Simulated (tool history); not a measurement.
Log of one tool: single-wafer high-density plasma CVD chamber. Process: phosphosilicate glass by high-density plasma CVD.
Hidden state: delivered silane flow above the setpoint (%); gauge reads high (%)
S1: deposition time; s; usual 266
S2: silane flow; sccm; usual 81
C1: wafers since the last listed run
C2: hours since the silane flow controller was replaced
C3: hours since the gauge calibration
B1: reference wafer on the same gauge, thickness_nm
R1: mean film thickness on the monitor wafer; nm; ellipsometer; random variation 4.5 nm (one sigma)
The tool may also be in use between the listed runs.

run,hour,S1,S2,C1,C2,C3,B1,R1
1,0,236,81,0,3218.5,738.5,2030.255,1897.614
2,39.2,236,81,304,3257.7,777.7,2030.964,1896.004
3,63.6,236,81,189,3282.1,802.1,2030.167,1903.755
4,205.3,279,81,1102,3423.8,943.8,2031.27,2243.6
5,256.9,279,81,401,3475.4,995.4,2030.795,2249.903
6,326.8,266,81,543,3545.3,1065.3,2029.642,2144.447
7,374.4,266,81,370,3592.9,1112.9,2030.908,2145.194
8,431.3,266,93,442,3649.8,1169.8,2028.181,2466.371
9,471.7,266,93,314,3690.2,1210.2,2028.019,2463.675
10,517.8,266,72,358,3736.3,1256.3,2031.344,1912.527
11,561.6,266,81,340,3780.1,1300.1,2031.418,2151.017
12,614.6,266,81,412,3833.1,1353.1,2029.535,2148.883
13,639.6,266,81,194,3858.1,1378.1,2029.026,2157.08
14,710.5,266,73,551,3929,1449,2029.982,1948.088
15,764.7,266,73,421,3983.2,1503.2,2031.574,1941.476
16,803.9,266,81,304,4022.4,1542.4,2031.773,2166.207
17,846,266,81,327,4064.5,1584.5,2029.703,2155.219
# hour 876.4: gauge calibrated
18,896.6,266,81,393,4115.1,20.2,2028.554,2162.205
19,984.5,266,81,683,4203,108.1,2029.931,2164.568
20,1055.3,266,87,550,4273.8,178.9,2030.894,2329.842
21,1111,247,92,433,4329.5,234.6,2029.054,2289.442
22,1160.5,266,81,385,4379,284.1,2029.459,2164.897
23,1215.3,289,93,426,4433.8,338.9,2030.564,2695.197
24,1240,302,93,192,4458.5,363.6,2032.058,2828.352
25,1270.9,266,73,240,4489.4,394.5,2031.36,1951.665
26,1296.7,286,68,200,4515.2,420.3,2031.232,1955.506
# hour 1348.4: silane flow controller replaced
27,1365.1,266,81,469,16.7,488.7,2029.712,2048.919
28,1501.6,244,71,1061,153.2,625.2,2030.528,1645.565
29,1551.9,266,81,391,203.5,675.5,2030.126,2046.266
30,1581.9,238,86,233,233.5,705.5,2028.668,1947.932
31,1624.3,317,81,329,275.9,747.9,2028.929,2436.508
32,1658.4,287,67,265,310,782,2028.752,1830.003
33,1684.3,230,81,201,335.9,807.9,2031.365,1768.22
34,1740.2,297,74,434,391.8,863.8,2030.876,2101.659
35,1797.5,229,93,445,449.1,921.1,2031.316,2031.16
36,1839.3,266,81,325,490.9,962.9,2028.574,2068.576
37,1867.3,266,81,217,518.9,990.9,2027.629,2057.436

The same runs without the tool's hidden state, with the same run-to-run variation:
run,R1
1,1815.661
2,1813.231
3,1820.089
4,2141.209
5,2145.843
6,2043.484
7,2042.985
8,2347.198
9,2343.455
10,1818.159
11,2043.77
12,2040.399
13,2047.548
14,1847.543
15,1840.037
16,2052.029
17,2040.557
18,2045.89
19,2045.903
20,2200.193
21,2160.556
22,2041.776
23,2540.202
24,2664.888
25,1838.17
26,1841.202
27,2048.088
28,1641.97
29,2040.458
30,1941.643
31,2427.302
32,1822.28
33,1760.164
34,2090.564
35,2018.933
36,2055.008
37,2043.199

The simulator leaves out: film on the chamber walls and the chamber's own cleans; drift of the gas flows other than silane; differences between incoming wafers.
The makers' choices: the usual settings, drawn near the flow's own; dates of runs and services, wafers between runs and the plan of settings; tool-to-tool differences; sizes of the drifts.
